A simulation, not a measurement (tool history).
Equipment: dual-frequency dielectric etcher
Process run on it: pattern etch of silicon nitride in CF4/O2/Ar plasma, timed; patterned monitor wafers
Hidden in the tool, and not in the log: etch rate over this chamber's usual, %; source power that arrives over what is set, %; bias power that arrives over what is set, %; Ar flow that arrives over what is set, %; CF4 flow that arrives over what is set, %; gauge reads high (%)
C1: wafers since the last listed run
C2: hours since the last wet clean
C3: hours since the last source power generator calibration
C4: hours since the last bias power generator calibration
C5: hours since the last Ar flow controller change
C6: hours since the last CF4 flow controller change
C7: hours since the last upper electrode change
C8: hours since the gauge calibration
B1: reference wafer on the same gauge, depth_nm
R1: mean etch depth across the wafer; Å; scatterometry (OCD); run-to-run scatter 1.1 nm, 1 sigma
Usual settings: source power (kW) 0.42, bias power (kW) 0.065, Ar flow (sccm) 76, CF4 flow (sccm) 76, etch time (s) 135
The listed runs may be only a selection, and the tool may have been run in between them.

{"run": 1, "hour": 0.0, "source power (kW)": 0.42, "bias power (kW)": 0.065, "Ar flow (sccm)": 76, "CF4 flow (sccm)": 76, "etch time (s)": 135, "C1": 0, "C2": 321.8, "C3": 4220.8, "C4": 3858, "C5": 2363.7, "C6": 3914.4, "C7": 2228.7, "C8": 81.4, "B1": 207, "R1": 2292}
{"run": 2, "hour": 17.1, "source power (kW)": 0.42, "bias power (kW)": 0.065, "Ar flow (sccm)": 76, "CF4 flow (sccm)": 86, "etch time (s)": 135, "C1": 129, "C2": 338.9, "C3": 4237.9, "C4": 3875.1, "C5": 2380.8, "C6": 3931.5, "C7": 2245.8, "C8": 98.5, "B1": 206.9, "R1": 2301}
{"run": 3, "hour": 42.1, "source power (kW)": 0.42, "bias power (kW)": 0.065, "Ar flow (sccm)": 76, "CF4 flow (sccm)": 86, "etch time (s)": 135, "C1": 189, "C2": 363.9, "C3": 4262.9, "C4": 3900.1, "C5": 2405.8, "C6": 3956.5, "C7": 2270.8, "C8": 123.5, "B1": 206.9, "R1": 2314}
{"run": 4, "hour": 70.8, "source power (kW)": 0.37, "bias power (kW)": 0.065, "Ar flow (sccm)": 76, "CF4 flow (sccm)": 76, "etch time (s)": 135, "C1": 217, "C2": 392.6, "C3": 4291.6, "C4": 3928.8, "C5": 2434.5, "C6": 3985.2, "C7": 2299.5, "C8": 152.2, "B1": 206.9, "R1": 2004}
{"run": 5, "hour": 92.2, "source power (kW)": 0.42, "bias power (kW)": 0.065, "Ar flow (sccm)": 76, "CF4 flow (sccm)": 76, "etch time (s)": 135, "C1": 162, "C2": 414, "C3": 4313, "C4": 3950.2, "C5": 2455.9, "C6": 4006.6, "C7": 2320.9, "C8": 173.6, "B1": 206.9, "R1": 2300}
{"run": 6, "hour": 126.2, "source power (kW)": 0.42, "bias power (kW)": 0.065, "Ar flow (sccm)": 76, "CF4 flow (sccm)": 76, "etch time (s)": 135, "C1": 257, "C2": 448, "C3": 4347, "C4": 3984.2, "C5": 2489.9, "C6": 4040.6, "C7": 2354.9, "C8": 207.6, "B1": 207.2, "R1": 2281}
{"run": 7, "hour": 146.3, "source power (kW)": 0.42, "bias power (kW)": 0.065, "Ar flow (sccm)": 76, "CF4 flow (sccm)": 76, "etch time (s)": 135, "C1": 152, "C2": 468.1, "C3": 4367.1, "C4": 4004.3, "C5": 2510, "C6": 4060.7, "C7": 2375, "C8": 227.7, "B1": 206.9, "R1": 2307}
{"hour": 179.4, "done": "CF4 flow controller replaced"}
{"run": 8, "hour": 179.9, "source power (kW)": 0.45, "bias power (kW)": 0.065, "Ar flow (sccm)": 76, "CF4 flow (sccm)": 76, "etch time (s)": 135, "C1": 208, "C2": 501.7, "C3": 4400.7, "C4": 4037.9, "C5": 2543.6, "C6": 0.5, "C7": 2408.6, "C8": 261.3, "B1": 206.9, "R1": 2470}
{"run": 9, "hour": 191.7, "source power (kW)": 0.45, "bias power (kW)": 0.065, "Ar flow (sccm)": 76, "CF4 flow (sccm)": 76, "etch time (s)": 135, "C1": 89, "C2": 513.5, "C3": 4412.5, "C4": 4049.7, "C5": 2555.4, "C6": 12.3, "C7": 2420.4, "C8": 273.1, "B1": 207, "R1": 2458}
{"hour": 217.8, "done": "bias power generator calibrated"}
{"run": 10, "hour": 218.3, "source power (kW)": 0.42, "bias power (kW)": 0.07, "Ar flow (sccm)": 76, "CF4 flow (sccm)": 76, "etch time (s)": 135, "C1": 171, "C2": 540.1, "C3": 4439.1, "C4": 0.5, "C5": 2582, "C6": 38.9, "C7": 2447, "C8": 299.7, "B1": 207.2, "R1": 2378}
{"hour": 247.4, "done": "gauge calibrated"}
{"hour": 268.7, "done": "upper electrode replaced"}
{"run": 11, "hour": 269.2, "source power (kW)": 0.42, "bias power (kW)": 0.049, "Ar flow (sccm)": 76, "CF4 flow (sccm)": 76, "etch time (s)": 135, "C1": 203, "C2": 591, "C3": 4490, "C4": 51.4, "C5": 2632.9, "C6": 89.8, "C7": 0.5, "C8": 21.8, "B1": 207.3, "R1": 1942}
{"run": 12, "hour": 271.9, "source power (kW)": 0.42, "bias power (kW)": 0.049, "Ar flow (sccm)": 94, "CF4 flow (sccm)": 76, "etch time (s)": 112, "C1": 20, "C2": 593.7, "C3": 4492.7, "C4": 54.1, "C5": 2635.6, "C6": 92.5, "C7": 3.2, "C8": 24.5, "B1": 207.1, "R1": 1561}
{"hour": 279.2, "done": "source power generator calibrated"}
{"run": 13, "hour": 289.8, "source power (kW)": 0.42, "bias power (kW)": 0.065, "Ar flow (sccm)": 76, "CF4 flow (sccm)": 76, "etch time (s)": 135, "C1": 105, "C2": 611.6, "C3": 10.6, "C4": 72, "C5": 2653.5, "C6": 110.4, "C7": 21.1, "C8": 42.4, "B1": 207.3, "R1": 2292}
{"hour": 335.1, "done": "wet clean of the chamber"}
{"run": 14, "hour": 335.6, "source power (kW)": 0.46, "bias power (kW)": 0.081, "Ar flow (sccm)": 88, "CF4 flow (sccm)": 67, "etch time (s)": 135, "C1": 165, "C2": 0.5, "C3": 56.4, "C4": 117.8, "C5": 2699.3, "C6": 156.2, "C7": 66.9, "C8": 88.2, "B1": 207.1, "R1": 2791}
{"hour": 354.4, "done": "Ar flow controller replaced"}
{"run": 15, "hour": 357.0, "source power (kW)": 0.35, "bias power (kW)": 0.054, "Ar flow (sccm)": 76, "CF4 flow (sccm)": 76, "etch time (s)": 135, "C1": 116, "C2": 21.9, "C3": 77.8, "C4": 139.2, "C5": 2.6, "C6": 177.6, "C7": 88.3, "C8": 109.6, "B1": 207, "R1": 1695}
{"run": 16, "hour": 376.6, "source power (kW)": 0.42, "bias power (kW)": 0.065, "Ar flow (sccm)": 76, "CF4 flow (sccm)": 76, "etch time (s)": 135, "C1": 148, "C2": 41.5, "C3": 97.4, "C4": 158.8, "C5": 22.2, "C6": 197.2, "C7": 107.9, "C8": 129.2, "B1": 207.2, "R1": 2295}
{"run": 17, "hour": 395.8, "source power (kW)": 0.42, "bias power (kW)": 0.065, "Ar flow (sccm)": 76, "CF4 flow (sccm)": 76, "etch time (s)": 135, "C1": 145, "C2": 60.7, "C3": 116.6, "C4": 178, "C5": 41.4, "C6": 216.4, "C7": 127.1, "C8": 148.4, "B1": 207, "R1": 2294}
{"run": 18, "hour": 416.0, "source power (kW)": 0.34, "bias power (kW)": 0.065, "Ar flow (sccm)": 76, "CF4 flow (sccm)": 86, "etch time (s)": 135, "C1": 152, "C2": 80.9, "C3": 136.8, "C4": 198.2, "C5": 61.6, "C6": 236.6, "C7": 147.3, "C8": 168.6, "B1": 206.9, "R1": 1833}

Predict the results of run 19:
{"run": 19, "hour": 443.3, "source power (kW)": 0.35, "bias power (kW)": 0.08, "Ar flow (sccm)": 76, "CF4 flow (sccm)": 63, "etch time (s)": 135, "C1": 206, "C2": 108.2, "C3": 164.1, "C4": 225.5, "C5": 88.9, "C6": 263.9, "C7": 174.6, "C8": 195.9, "B1": "?", "R1": "?"}

{"run 19": {"B1": 206.9, "R1": 2090}}
Minus the tool's unlogged condition, the same run would have read R1 2090 Å.
